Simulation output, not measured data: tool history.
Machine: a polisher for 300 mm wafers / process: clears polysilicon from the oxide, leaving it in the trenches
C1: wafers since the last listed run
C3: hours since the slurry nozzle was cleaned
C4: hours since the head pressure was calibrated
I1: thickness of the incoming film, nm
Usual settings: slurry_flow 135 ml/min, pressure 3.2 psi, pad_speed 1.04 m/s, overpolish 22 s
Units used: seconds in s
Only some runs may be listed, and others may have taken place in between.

run 1 hour=0.0 | slurry_flow=135 pressure=2.8 pad_speed=1.04 overpolish=22 | C1=0 wafers_polished_on_this_pad=1632 C3=163.7 C4=130.8 | I1=400.9 | seconds=33.6
-- hour=27.1 worn pad replaced by a new one
run 2 hour=61.5 | slurry_flow=135 pressure=2.8 pad_speed=1.04 overpolish=22 | C1=492 wafers_polished_on_this_pad=294 C3=225.2 C4=192.3 | I1=398.8 | seconds=34.0
run 3 hour=90.0 | slurry_flow=135 pressure=3.2 pad_speed=1.22 overpolish=22 | C1=244 wafers_polished_on_this_pad=538 C3=253.7 C4=220.8 | I1=394.9 | seconds=25.3
run 4 hour=131.2 | slurry_flow=135 pressure=3.2 pad_speed=1.04 overpolish=22 | C1=352 wafers_polished_on_this_pad=891 C3=294.9 C4=262.0 | I1=406.6 | seconds=31.3
run 5 hour=168.0 | slurry_flow=135 pressure=3.2 pad_speed=1.04 overpolish=22 | C1=315 wafers_polished_on_this_pad=1206 C3=331.7 C4=298.8 | I1=400.2 | seconds=29.0
run 6 hour=235.7 | slurry_flow=135 pressure=3.2 pad_speed=1.04 overpolish=22 | C1=579 wafers_polished_on_this_pad=1786 C3=399.4 C4=366.5 | I1=399.1 | seconds=30.5
-- hour=264.7 worn pad replaced by a new one
run 7 hour=293.4 | slurry_flow=135 pressure=3.2 pad_speed=1.04 overpolish=22 | C1=459 wafers_polished_on_this_pad=246 C3=457.1 C4=424.2 | I1=399.6 | seconds=31.2
run 8 hour=354.6 | slurry_flow=135 pressure=3.2 pad_speed=1.04 overpolish=22 | C1=524 wafers_polished_on_this_pad=770 C3=518.3 C4=485.4 | I1=403.5 | seconds=30.7
run 9 hour=409.7 | slurry_flow=135 pressure=3.2 pad_speed=1.04 overpolish=22 | C1=471 wafers_polished_on_this_pad=1242 C3=573.4 C4=540.5 | I1=400.8 | seconds=30.8
-- hour=430.3 slurry nozzle cleaned
run 10 hour=442.4 | slurry_flow=170 pressure=3.2 pad_speed=1.04 overpolish=22 | C1=271 wafers_polished_on_this_pad=1513 C3=12.1 C4=573.2 | I1=402.6 | seconds=30.0
run 11 hour=494.1 | slurry_flow=170 pressure=3.2 pad_speed=1.04 overpolish=22 | C1=442 wafers_polished_on_this_pad=1956 C3=63.8 C4=624.9 | I1=400.2 | seconds=29.5
-- hour=515.3 worn pad replaced by a new one
-- hour=546.8 head pressure recalibrated
run 12 hour=552.5 | slurry_flow=135 pressure=3.2 pad_speed=1.04 overpolish=34 | C1=448 wafers_polished_on_this_pad=301 C3=122.2 C4=5.7 | I1=405.0 | seconds=30.1
run 13 hour=675.4 | slurry_flow=135 pressure=3.2 pad_speed=1.04 overpolish=22 | C1=1052 wafers_polished_on_this_pad=1354 C3=245.1 C4=128.6 | I1=399.9 | seconds=29.9
run 14 hour=722.1 | slurry_flow=135 pressure=2.5 pad_speed=1.04 overpolish=22 | C1=399 wafers_polished_on_this_pad=1754 C3=291.8 C4=175.3 | I1=399.0 | seconds=35.9
-- hour=729.3 worn pad replaced by a new one
run 15 hour=784.5 | slurry_flow=90 pressure=3.2 pad_speed=1.04 overpolish=22 | C1=500 wafers_polished_on_this_pad=472 C3=354.2 C4=237.7 | I1=399.7 | seconds=33.4
run 16 hour=811.4 | slurry_flow=135 pressure=3.9 pad_speed=1.28 overpolish=22 | C1=230 wafers_polished_on_this_pad=703 C3=381.1 C4=264.6 | I1=395.7 | seconds=20.8
run 17 hour=838.2 | slurry_flow=135 pressure=3.2 pad_speed=1.04 overpolish=22 | C1=229 wafers_polished_on_this_pad=932 C3=407.9 C4=291.4 | I1=398.2 | seconds=30.3
run 18 hour=864.8 | slurry_flow=135 pressure=4.0 pad_speed=0.86 overpolish=22 | C1=227 wafers_polished_on_this_pad=1160 C3=434.5 C4=318.0 | I1=399.4 | seconds=30.9
run 19 hour=912.1 | slurry_flow=135 pressure=4.1 pad_speed=1.04 overpolish=17 | C1=405 wafers_polished_on_this_pad=1565 C3=481.8 C4=365.3 | I1=398.8 | seconds=24.9
-- hour=929.1 worn pad replaced by a new one
run 20 hour=974.3 | slurry_flow=165 pressure=4.3 pad_speed=1.04 overpolish=22 | C1=498 wafers_polished_on_this_pad=386 C3=544.0 C4=427.5 | I1=406.4 | seconds=23.3
run 21 hour=1027.2 | slurry_flow=135 pressure=3.2 pad_speed=1.04 overpolish=22 | C1=453 wafers_polished_on_this_pad=839 C3=596.9 C4=480.4 | I1=398.3 | seconds=29.7
run 22 hour=1053.0 | slurry_flow=90 pressure=3.2 pad_speed=1.04 overpolish=18 | C1=220 wafers_polished_on_this_pad=1060 C3=622.7 C4=506.2 | I1=400.4 | seconds=34.3
run 23 hour=1100.1 | slurry_flow=120 pressure=3.2 pad_speed=1.14 overpolish=22 | C1=403 wafers_polished_on_this_pad=1464 C3=669.8 C4=553.3 | I1=400.4 | seconds=28.1

Across each entry between runs, compare the hidden state at the last listed run before it with the hidden state at the first listed run after it:
Runs 1 to 2: worn pad replaced by a new one (hour 27.1)
  nothing in the hidden state changes from one run to the other
Runs 6 to 7: worn pad replaced by a new one (hour 264.7)
  nothing in the hidden state changes from one run to the other
Runs 9 to 10: slurry nozzle cleaned (hour 430.3)
  nothing in the hidden state changes from one run to the other
Runs 11 to 12: worn pad replaced by a new one (hour 515.3); head pressure recalibrated (hour 546.8)
  nothing in the hidden state changes from one run to the other
Runs 14 to 15: worn pad replaced by a new one (hour 729.3)
  nothing in the hidden state changes from one run to the other
Runs 19 to 20: worn pad replaced by a new one (hour 929.1)
  nothing in the hidden state changes from one run to the other

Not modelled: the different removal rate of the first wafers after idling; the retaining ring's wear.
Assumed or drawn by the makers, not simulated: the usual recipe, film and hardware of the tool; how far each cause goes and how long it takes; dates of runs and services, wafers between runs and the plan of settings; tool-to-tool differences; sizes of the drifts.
